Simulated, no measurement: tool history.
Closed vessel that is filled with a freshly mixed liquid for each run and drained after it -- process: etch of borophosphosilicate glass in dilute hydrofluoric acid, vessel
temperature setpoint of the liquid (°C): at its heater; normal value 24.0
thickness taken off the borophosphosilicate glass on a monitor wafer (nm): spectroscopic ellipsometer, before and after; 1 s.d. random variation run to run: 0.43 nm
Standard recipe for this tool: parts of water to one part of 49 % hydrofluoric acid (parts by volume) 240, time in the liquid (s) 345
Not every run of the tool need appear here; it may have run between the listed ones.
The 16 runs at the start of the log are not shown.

run	hour	temperature setpoint of the liquid (°C)	parts of water to one part of 49 % hydrofluoric acid (parts by volume)	time in the liquid (s)	wafers since the last listed run	hours since the thermometer was replaced	hours since the hydrofluoric acid flow meter was replaced	hours since the gauge calibration	read-back film thickness of the borophosphosilicate glass reference wafer, read on the same gauge (nm)	thickness taken off the borophosphosilicate glass on a monitor wafer (nm)
17	195.3	24.0	280	345	787	591.5	764.6	78.8	89.97	42.75
18	208.6	24.0	165	345	1017	604.8	777.9	92.1	90.06	82.87
# hour 212.9: hydrofluoric acid flow meter replaced
# hour 218.7: thermometer replaced
19	224.8	27.5	240	145	1086	6.1	11.9	108.3	90.03	21.10
20	234.8	21.0	305	510	764	16.1	21.9	118.3	90.02	44.37
21	248.4	24.0	190	210	1040	29.7	35.5	131.9	90.01	36.96
22	264.2	20.5	285	150	1208	45.5	51.3	147.7	89.99	14.03
23	277.9	20.0	160	170	1047	59.2	65.0	161.4	90.02	31.38
24	291.4	24.0	240	345	1032	72.7	78.5	174.9	90.00	45.91
25	307.9	21.5	240	345	1261	89.2	95.0	191.4	90.05	41.63
26	323.5	24.0	170	345	1193	104.8	110.6	207.0	89.97	69.64
27	336.1	28.0	240	185	963	117.4	123.2	219.6	90.01	28.84
28	386.2	29.0	330	535	3831	167.5	173.3	269.7	90.00	57.46
29	399.3	26.5	150	345	1001	180.6	186.4	282.8	90.05	92.79
30	415.3	24.0	240	345	1223	196.6	202.4	298.8	90.01	46.47
31	428.1	24.0	240	345	978	209.4	215.2	311.6	90.03	47.67
32	445.5	21.5	240	220	1330	226.8	232.6	329.0	89.96	27.74

Forecast each of these 4 alternatives for the next run:
A	446.2	24.0	240	345	53	227.5	233.3	329.7	?	?
B	446.2	22.5	325	425	53	227.5	233.3	329.7	?	?
C	446.2	24.0	170	205	53	227.5	233.3	329.7	?	?
D	446.2	25.5	240	290	53	227.5	233.3	329.7	?	?

run	read-back film thickness of the borophosphosilicate glass reference wafer, read on the same gauge (nm)	thickness taken off the borophosphosilicate glass on a monitor wafer (nm)
A	90.06	48.10
B	90.06	38.20
C	90.06	43.50
D	90.06	42.64
Without the tool's hidden state the same runs would have given:
run	thickness taken off the borophosphosilicate glass on a monitor wafer (nm)
A	45.19
B	35.89
C	40.86
D	40.08

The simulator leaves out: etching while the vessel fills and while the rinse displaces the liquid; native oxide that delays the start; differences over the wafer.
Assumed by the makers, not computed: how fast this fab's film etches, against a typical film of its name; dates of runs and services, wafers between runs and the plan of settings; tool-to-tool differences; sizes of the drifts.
